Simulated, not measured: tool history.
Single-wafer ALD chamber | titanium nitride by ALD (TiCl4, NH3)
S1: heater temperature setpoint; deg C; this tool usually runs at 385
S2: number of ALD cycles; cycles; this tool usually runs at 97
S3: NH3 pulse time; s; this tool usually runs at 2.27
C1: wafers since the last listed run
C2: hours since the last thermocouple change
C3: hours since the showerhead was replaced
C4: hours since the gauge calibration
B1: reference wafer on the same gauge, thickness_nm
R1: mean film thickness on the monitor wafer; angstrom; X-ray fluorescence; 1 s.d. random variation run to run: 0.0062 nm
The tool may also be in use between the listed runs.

run	hour	S1	S2	S3	C1	C2	C3	C4	B1	R1
1	0	385	90	1.88	0	410	1336.6	87.3	2.189	22.76
2	73.5	385	90	1.88	236	483.5	1410.1	160.8	2.19	22.74
3	154.7	385	90	1.88	261	564.7	1491.3	242	2.191	22.76
4	232.5	381	97	2.27	250	642.5	1569.1	319.8	2.192	24.72
5	336.2	385	97	2.27	333	746.2	1672.8	423.5	2.189	24.6
6	409.3	385	97	2.27	234	819.3	1745.9	496.6	2.189	24.71
7	472.7	385	97	2.27	203	882.7	1809.3	560	2.188	24.76
8	545.3	385	97	2.27	233	955.3	1881.9	632.6	2.188	24.67
9	582.8	385	97	2.27	120	992.8	1919.4	670.1	2.19	24.64
10	666.3	389	97	2.27	268	1076.3	2002.9	753.6	2.191	24.82
11	710.4	385	97	2.75	141	1120.4	2047	797.7	2.191	24.92
12	766.1	385	97	1.99	179	1176.1	2102.7	853.4	2.19	24.47
# hour 789.8: thermocouple changed; heater temperature recalibrated
13	815	385	97	1.99	131	25.2	2151.6	902.3	2.193	24.5
14	881.3	385	97	2.82	213	91.5	2217.9	968.6	2.189	25.01
15	924.3	385	97	2.82	138	134.5	2260.9	1011.6	2.191	24.77
16	1008.9	385	97	2.68	271	219.1	2345.5	1096.2	2.189	24.83
17	1111.8	389	103	1.47	330	322	2448.4	1199.1	2.189	25.65
18	1165.6	385	82	1.58	172	375.8	2502.2	1252.9	2.191	20.43
# hour 1166: gauge calibrated
# hour 1174.2: showerhead replaced
19	1257.4	385	89	2.97	269	467.6	83.2	91.4	2.191	23.04
20	1305.9	385	97	2.27	155	516.1	131.7	139.9	2.191	24.68
21	1364.7	385	83	1.96	189	574.9	190.5	198.7	2.189	21.07
22	1461.4	375	115	2.27	310	671.6	287.2	295.4	2.19	29
23	1542.2	385	97	2.27	259	752.4	368	376.2	2.192	24.71
24	1606.9	385	115	2.02	207	817.1	432.7	440.9	2.19	29.06
25	1709.4	385	90	2.27	329	919.6	535.2	543.4	2.191	22.85
26	1760.4	374	106	1.45	163	970.6	586.2	594.4	2.193	25.91
27	1828.7	385	97	1.47	219	1038.9	654.5	662.7	2.19	24.1
28	1889.1	385	90	2.27	194	1099.3	714.9	723.1	2.191	22.85
29	1981.4	378	97	2.27	296	1191.6	807.2	815.4	2.19	24.47
30	2023.8	390	104	1.7	136	1234	849.6	857.8	2.191	26.11
31	2067.2	371	116	1.83	139	1277.4	893	901.2	2.189	28.78

Alternative continuations, all from the tool just after run 31; predict every row:
A	2067.8	385	89	2.27	1	1278	893.6	901.8	?	?
B	2067.8	400	83	1.45	1	1278	893.6	901.8	?	?
C	2067.8	373	83	2.61	1	1278	893.6	901.8	?	?
D	2067.8	393	78	2.27	1	1278	893.6	901.8	?	?

run	B1	R1
A	2.191	22.7
B	2.191	20.95
C	2.191	21.16
D	2.191	20.01
The same runs, with their run-to-run variation unchanged, on a tool lacking any hidden condition would have given:
run	R1
A	22.7
B	20.95
C	21.16
D	20.01
